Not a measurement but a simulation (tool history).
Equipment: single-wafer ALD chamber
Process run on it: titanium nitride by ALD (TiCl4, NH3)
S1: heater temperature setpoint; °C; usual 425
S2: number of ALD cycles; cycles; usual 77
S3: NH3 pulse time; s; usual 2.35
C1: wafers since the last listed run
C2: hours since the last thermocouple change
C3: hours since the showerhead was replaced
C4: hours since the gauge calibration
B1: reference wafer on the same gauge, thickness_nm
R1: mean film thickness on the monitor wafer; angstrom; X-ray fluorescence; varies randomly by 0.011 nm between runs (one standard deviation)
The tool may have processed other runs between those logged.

{"run": 1, "hour": 0.0, "S1": 425, "S2": 77, "S3": 2.35, "C1": 0, "C2": 964.6, "C3": 6499.4, "C4": 837.3, "B1": 2.012, "R1": 20}
{"hour": 5.1, "done": "gauge calibrated"}
{"run": 2, "hour": 56.8, "S1": 425, "S2": 77, "S3": 2.35, "C1": 199, "C2": 1021.4, "C3": 6556.2, "C4": 51.7, "B1": 1.955, "R1": 19.46}
{"run": 3, "hour": 119.9, "S1": 425, "S2": 77, "S3": 2.35, "C1": 221, "C2": 1084.5, "C3": 6619.3, "C4": 114.8, "B1": 1.956, "R1": 19.41}
{"run": 4, "hour": 158.8, "S1": 425, "S2": 77, "S3": 2.35, "C1": 136, "C2": 1123.4, "C3": 6658.2, "C4": 153.7, "B1": 1.961, "R1": 19.52}
{"run": 5, "hour": 216.2, "S1": 419, "S2": 77, "S3": 2.35, "C1": 201, "C2": 1180.8, "C3": 6715.6, "C4": 211.1, "B1": 1.959, "R1": 19.41}
{"run": 6, "hour": 282.4, "S1": 425, "S2": 77, "S3": 2.35, "C1": 232, "C2": 1247, "C3": 6781.8, "C4": 277.3, "B1": 1.962, "R1": 19.46}
{"run": 7, "hour": 311.9, "S1": 425, "S2": 81, "S3": 2.35, "C1": 103, "C2": 1276.5, "C3": 6811.3, "C4": 306.8, "B1": 1.964, "R1": 20.5}
{"run": 8, "hour": 370.8, "S1": 425, "S2": 86, "S3": 2.65, "C1": 207, "C2": 1335.4, "C3": 6870.2, "C4": 365.7, "B1": 1.972, "R1": 22.01}
{"run": 9, "hour": 415.8, "S1": 425, "S2": 86, "S3": 2.65, "C1": 158, "C2": 1380.4, "C3": 6915.2, "C4": 410.7, "B1": 1.965, "R1": 22.27}
{"run": 10, "hour": 455.5, "S1": 425, "S2": 86, "S3": 2.65, "C1": 139, "C2": 1420.1, "C3": 6954.9, "C4": 450.4, "B1": 1.978, "R1": 22.11}
{"run": 11, "hour": 519.4, "S1": 425, "S2": 77, "S3": 2.35, "C1": 224, "C2": 1484, "C3": 7018.8, "C4": 514.3, "B1": 1.982, "R1": 19.76}
{"run": 12, "hour": 564.8, "S1": 425, "S2": 77, "S3": 2.35, "C1": 159, "C2": 1529.4, "C3": 7064.2, "C4": 559.7, "B1": 1.985, "R1": 19.81}
{"run": 13, "hour": 659.3, "S1": 425, "S2": 77, "S3": 2.35, "C1": 332, "C2": 1623.9, "C3": 7158.7, "C4": 654.2, "B1": 1.991, "R1": 19.98}
{"run": 14, "hour": 692.0, "S1": 425, "S2": 77, "S3": 2.35, "C1": 114, "C2": 1656.6, "C3": 7191.4, "C4": 686.9, "B1": 1.999, "R1": 19.8}
{"run": 15, "hour": 723.4, "S1": 425, "S2": 77, "S3": 3.14, "C1": 110, "C2": 1688, "C3": 7222.8, "C4": 718.3, "B1": 2.002, "R1": 20.01}
{"run": 16, "hour": 778.9, "S1": 425, "S2": 77, "S3": 2.35, "C1": 195, "C2": 1743.5, "C3": 7278.3, "C4": 773.8, "B1": 2.015, "R1": 20.08}
{"run": 17, "hour": 835.3, "S1": 419, "S2": 67, "S3": 1.55, "C1": 198, "C2": 1799.9, "C3": 7334.7, "C4": 830.2, "B1": 2.015, "R1": 17.24}
{"run": 18, "hour": 878.6, "S1": 410, "S2": 77, "S3": 2.35, "C1": 152, "C2": 1843.2, "C3": 7378, "C4": 873.5, "B1": 2.03, "R1": 20.07}
{"hour": 903.4, "done": "gauge calibrated"}
{"run": 19, "hour": 903.8, "S1": 411, "S2": 72, "S3": 2.59, "C1": 88, "C2": 1868.4, "C3": 7403.2, "C4": 0.4, "B1": 1.94, "R1": 17.93}
{"hour": 946.4, "done": "thermocouple changed; heater temperature recalibrated"}
{"run": 20, "hour": 974.5, "S1": 425, "S2": 77, "S3": 2.35, "C1": 220, "C2": 28.1, "C3": 7473.9, "C4": 71.1, "B1": 1.94, "R1": 19.32}
{"hour": 984.4, "done": "showerhead replaced"}
{"run": 21, "hour": 1034.7, "S1": 437, "S2": 84, "S3": 2.35, "C1": 183, "C2": 88.3, "C3": 50.3, "C4": 131.3, "B1": 1.942, "R1": 20.97}
{"run": 22, "hour": 1067.7, "S1": 434, "S2": 83, "S3": 2.81, "C1": 116, "C2": 121.3, "C3": 83.3, "C4": 164.3, "B1": 1.935, "R1": 21.02}
{"run": 23, "hour": 1096.6, "S1": 414, "S2": 63, "S3": 1.56, "C1": 101, "C2": 150.2, "C3": 112.2, "C4": 193.2, "B1": 1.942, "R1": 15.45}
{"run": 24, "hour": 1163.3, "S1": 425, "S2": 77, "S3": 2.35, "C1": 234, "C2": 216.9, "C3": 178.9, "C4": 259.9, "B1": 1.943, "R1": 19.52}
{"run": 25, "hour": 1193.0, "S1": 425, "S2": 91, "S3": 1.74, "C1": 104, "C2": 246.6, "C3": 208.6, "C4": 289.6, "B1": 1.945, "R1": 22.51}
{"run": 26, "hour": 1255.1, "S1": 425, "S2": 77, "S3": 2.35, "C1": 218, "C2": 308.7, "C3": 270.7, "C4": 351.7, "B1": 1.947, "R1": 19.26}
{"run": 27, "hour": 1312.8, "S1": 433, "S2": 87, "S3": 2.68, "C1": 202, "C2": 366.4, "C3": 328.4, "C4": 409.4, "B1": 1.948, "R1": 22.13}
{"run": 28, "hour": 1368.9, "S1": 425, "S2": 77, "S3": 2.9, "C1": 197, "C2": 422.5, "C3": 384.5, "C4": 465.5, "B1": 1.956, "R1": 19.69}

The tool's hidden state at each run:
wafer temperature above the value expected at the setpoint (K): 0 in every run
H1: gauge reads high (%)
run=1 H1=3.31
run=2 H1=0.401
run=3 H1=0.45
run=4 H1=0.498
run=5 H1=0.595
run=6 H1=0.744
run=7 H1=0.823
run=8 H1=1.01
run=9 H1=1.17
run=10 H1=1.33
run=11 H1=1.61
run=12 H1=1.84
run=13 H1=2.37
run=14 H1=2.57
run=15 H1=2.77
run=16 H1=3.15
run=17 H1=3.57
run=18 H1=3.91
run=19 H1=-0.679
run=20 H1=-0.656
run=21 H1=-0.599
run=22 H1=-0.554
run=23 H1=-0.506
run=24 H1=-0.367
run=25 H1=-0.292
run=26 H1=-0.108
run=27 H1=0.0952
run=28 H1=0.322

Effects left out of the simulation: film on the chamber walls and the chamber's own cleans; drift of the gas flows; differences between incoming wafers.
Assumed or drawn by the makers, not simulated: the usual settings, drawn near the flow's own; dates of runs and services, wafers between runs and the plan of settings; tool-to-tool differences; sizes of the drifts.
